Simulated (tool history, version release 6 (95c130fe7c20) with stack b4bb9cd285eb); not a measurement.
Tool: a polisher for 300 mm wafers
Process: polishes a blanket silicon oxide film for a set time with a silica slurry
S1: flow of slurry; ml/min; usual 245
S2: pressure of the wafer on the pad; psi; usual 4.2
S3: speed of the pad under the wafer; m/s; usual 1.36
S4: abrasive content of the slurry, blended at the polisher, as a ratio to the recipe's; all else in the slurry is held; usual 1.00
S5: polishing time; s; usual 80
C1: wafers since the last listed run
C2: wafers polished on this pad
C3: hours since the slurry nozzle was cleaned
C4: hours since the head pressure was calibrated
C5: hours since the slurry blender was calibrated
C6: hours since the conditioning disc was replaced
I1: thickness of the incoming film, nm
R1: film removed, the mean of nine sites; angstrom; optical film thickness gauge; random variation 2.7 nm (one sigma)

{"run": 1, "hour": 0.0, "S1": 245, "S2": 4.2, "S3": 1.36, "S4": 1.0, "S5": 80, "C1": 0, "C2": 944, "C3": 672.5, "C4": 1037.8, "C5": 144.6, "C6": 97.9, "I1": 1755.5, "R1": 3512}
{"run": 2, "hour": 14.1, "S1": 245, "S2": 4.2, "S3": 1.16, "S4": 1.0, "S5": 80, "C1": 153, "C2": 1098, "C3": 686.6, "C4": 1051.9, "C5": 158.7, "C6": 112.0, "I1": 1792.5, "R1": 3151}
{"run": 3, "hour": 46.8, "S1": 245, "S2": 5.2, "S3": 1.56, "S4": 0.9, "S5": 54, "C1": 356, "C2": 1454, "C3": 719.3, "C4": 1084.6, "C5": 191.4, "C6": 144.7, "I1": 1786.0, "R1": 3090}
{"hour": 55.5, "done": "head pressure recalibrated"}
{"run": 4, "hour": 67.0, "S1": 185, "S2": 4.2, "S3": 1.36, "S4": 1.0, "S5": 63, "C1": 198, "C2": 1652, "C3": 739.5, "C4": 11.5, "C5": 211.6, "C6": 164.9, "I1": 1755.9, "R1": 2642}
{"hour": 97.8, "done": "slurry blender recalibrated"}
{"run": 5, "hour": 98.3, "S1": 245, "S2": 4.2, "S3": 1.36, "S4": 1.0, "S5": 80, "C1": 319, "C2": 1972, "C3": 770.8, "C4": 42.8, "C5": 0.5, "C6": 196.2, "I1": 1765.5, "R1": 3568}
{"run": 6, "hour": 111.7, "S1": 270, "S2": 4.2, "S3": 1.36, "S4": 1.0, "S5": 80, "C1": 145, "C2": 2118, "C3": 784.2, "C4": 56.2, "C5": 13.9, "C6": 209.6, "I1": 1767.5, "R1": 3525}
{"hour": 119.8, "done": "conditioning disc replaced and pad reconditioned"}
{"run": 7, "hour": 142.0, "S1": 170, "S2": 4.2, "S3": 1.36, "S4": 1.3, "S5": 72, "C1": 308, "C2": 2426, "C3": 814.5, "C4": 86.5, "C5": 44.2, "C6": 22.2, "I1": 1779.5, "R1": 3319}
{"hour": 157.2, "done": "worn pad replaced by a new one"}
{"hour": 184.6, "done": "slurry nozzle cleaned"}
{"run": 8, "hour": 210.6, "S1": 300, "S2": 5.5, "S3": 1.72, "S4": 0.85, "S5": 80, "C1": 692, "C2": 570, "C3": 26.0, "C4": 155.1, "C5": 112.8, "C6": 90.8, "I1": 1795.2, "R1": 5154}
{"run": 9, "hour": 246.3, "S1": 245, "S2": 4.2, "S3": 1.36, "S4": 1.0, "S5": 69, "C1": 388, "C2": 959, "C3": 61.7, "C4": 190.8, "C5": 148.5, "C6": 126.5, "I1": 1795.9, "R1": 3047}
{"run": 10, "hour": 262.3, "S1": 190, "S2": 4.2, "S3": 0.96, "S4": 0.9, "S5": 80, "C1": 174, "C2": 1133, "C3": 77.7, "C4": 206.8, "C5": 164.5, "C6": 142.5, "I1": 1781.8, "R1": 2532}
{"run": 11, "hour": 286.7, "S1": 285, "S2": 4.2, "S3": 1.0, "S4": 1.0, "S5": 91, "C1": 265, "C2": 1399, "C3": 102.1, "C4": 231.2, "C5": 188.9, "C6": 166.9, "I1": 1800.0, "R1": 3287}
{"run": 12, "hour": 305.9, "S1": 245, "S2": 4.2, "S3": 1.36, "S4": 1.0, "S5": 80, "C1": 209, "C2": 1608, "C3": 121.3, "C4": 250.4, "C5": 208.1, "C6": 186.1, "I1": 1799.4, "R1": 3566}
{"run": 13, "hour": 319.3, "S1": 310, "S2": 4.2, "S3": 1.36, "S4": 1.0, "S5": 80, "C1": 145, "C2": 1754, "C3": 134.7, "C4": 263.8, "C5": 221.5, "C6": 199.5, "I1": 1800.9, "R1": 3625}
{"run": 14, "hour": 352.2, "S1": 245, "S2": 4.2, "S3": 1.36, "S4": 1.0, "S5": 80, "C1": 358, "C2": 2113, "C3": 167.6, "C4": 296.7, "C5": 254.4, "C6": 232.4, "I1": 1791.9, "R1": 3590}
{"hour": 370.7, "done": "conditioning disc replaced and pad reconditioned"}
{"run": 15, "hour": 371.1, "S1": 245, "S2": 4.2, "S3": 1.36, "S4": 1.0, "S5": 80, "C1": 184, "C2": 2297, "C3": 186.5, "C4": 315.6, "C5": 273.3, "C6": 0.4, "I1": 1788.7, "R1": 3500}
{"hour": 378.3, "done": "worn pad replaced by a new one"}
{"hour": 379.9, "done": "slurry blender recalibrated"}
{"run": 16, "hour": 383.4, "S1": 325, "S2": 4.9, "S3": 1.36, "S4": 0.75, "S5": 80, "C1": 73, "C2": 37, "C3": 198.8, "C4": 327.9, "C5": 3.5, "C6": 12.7, "I1": 1828.1, "R1": 3781}
{"run": 17, "hour": 406.3, "S1": 245, "S2": 3.0, "S3": 1.54, "S4": 1.0, "S5": 80, "C1": 249, "C2": 287, "C3": 221.7, "C4": 350.8, "C5": 26.4, "C6": 35.6, "I1": 1776.5, "R1": 2939}
{"run": 18, "hour": 419.4, "S1": 245, "S2": 4.2, "S3": 1.06, "S4": 1.0, "S5": 80, "C1": 142, "C2": 430, "C3": 234.8, "C4": 363.9, "C5": 39.5, "C6": 48.7, "I1": 1787.4, "R1": 2890}
{"run": 19, "hour": 466.5, "S1": 245, "S2": 4.2, "S3": 1.36, "S4": 1.0, "S5": 80, "C1": 513, "C2": 943, "C3": 281.9, "C4": 411.0, "C5": 86.6, "C6": 95.8, "I1": 1827.8, "R1": 3571}
{"run": 20, "hour": 487.4, "S1": 210, "S2": 4.7, "S3": 1.36, "S4": 1.0, "S5": 80, "C1": 227, "C2": 1170, "C3": 302.8, "C4": 431.9, "C5": 107.5, "C6": 116.7, "I1": 1795.9, "R1": 3809}
{"run": 21, "hour": 505.0, "S1": 245, "S2": 2.8, "S3": 1.36, "S4": 1.0, "S5": 80, "C1": 191, "C2": 1362, "C3": 320.4, "C4": 449.5, "C5": 125.1, "C6": 134.3, "I1": 1764.0, "R1": 2558}
{"run": 22, "hour": 535.4, "S1": 245, "S2": 4.2, "S3": 1.36, "S4": 1.0, "S5": 80, "C1": 331, "C2": 1693, "C3": 350.8, "C4": 479.9, "C5": 155.5, "C6": 164.7, "I1": 1814.8, "R1": 3579}
{"hour": 582.4, "done": "worn pad replaced by a new one"}
{"hour": 591.4, "done": "conditioning disc replaced and pad reconditioned"}
{"run": 23, "hour": 628.6, "S1": 245, "S2": 4.2, "S3": 1.36, "S4": 1.0, "S5": 80, "C1": 949, "C2": 481, "C3": 444.0, "C4": 573.1, "C5": 248.7, "C6": 37.2, "I1": 1807.3, "R1": 3496}
{"run": 24, "hour": 654.5, "S1": 245, "S2": 4.2, "S3": 1.16, "S4": 1.0, "S5": 80, "C1": 282, "C2": 763, "C3": 469.9, "C4": 599.0, "C5": 274.6, "C6": 63.1, "I1": 1773.2, "R1": 3150}

5 ways to go on from here, each from the tool as it stands after run 24. What would each give?
{"run": "A", "hour": 654.9, "S1": 245, "S2": 4.2, "S3": 1.36, "S4": 1.0, "S5": 80, "C1": 4, "C2": 767, "C3": 470.3, "C4": 599.4, "C5": 275.0, "C6": 63.5, "I1": 1786.1, "R1": "?"}
{"run": "B", "hour": 654.9, "S1": 245, "S2": 5.0, "S3": 0.92, "S4": 0.75, "S5": 107, "C1": 4, "C2": 767, "C3": 470.3, "C4": 599.4, "C5": 275.0, "C6": 63.5, "I1": 1786.1, "R1": "?"}
{"run": "C", "hour": 654.9, "S1": 215, "S2": 3.5, "S3": 1.5, "S4": 0.8, "S5": 80, "C1": 4, "C2": 767, "C3": 470.3, "C4": 599.4, "C5": 275.0, "C6": 63.5, "I1": 1786.1, "R1": "?"}
{"run": "D", "hour": 654.9, "S1": 245, "S2": 4.2, "S3": 1.36, "S4": 0.7, "S5": 95, "C1": 4, "C2": 767, "C3": 470.3, "C4": 599.4, "C5": 275.0, "C6": 63.5, "I1": 1786.1, "R1": "?"}
{"run": "E", "hour": 654.9, "S1": 245, "S2": 3.7, "S3": 1.74, "S4": 0.8, "S5": 60, "C1": 4, "C2": 767, "C3": 470.3, "C4": 599.4, "C5": 275.0, "C6": 63.5, "I1": 1786.1, "R1": "?"}

run=A R1=3500
run=B R1=3684
run=C R1=2930
run=D R1=3646
run=E R1=2615
Without the tool's hidden state the same runs would have given:
run=A R1=3500
run=B R1=3684
run=C R1=2930
run=D R1=3646
run=E R1=2615
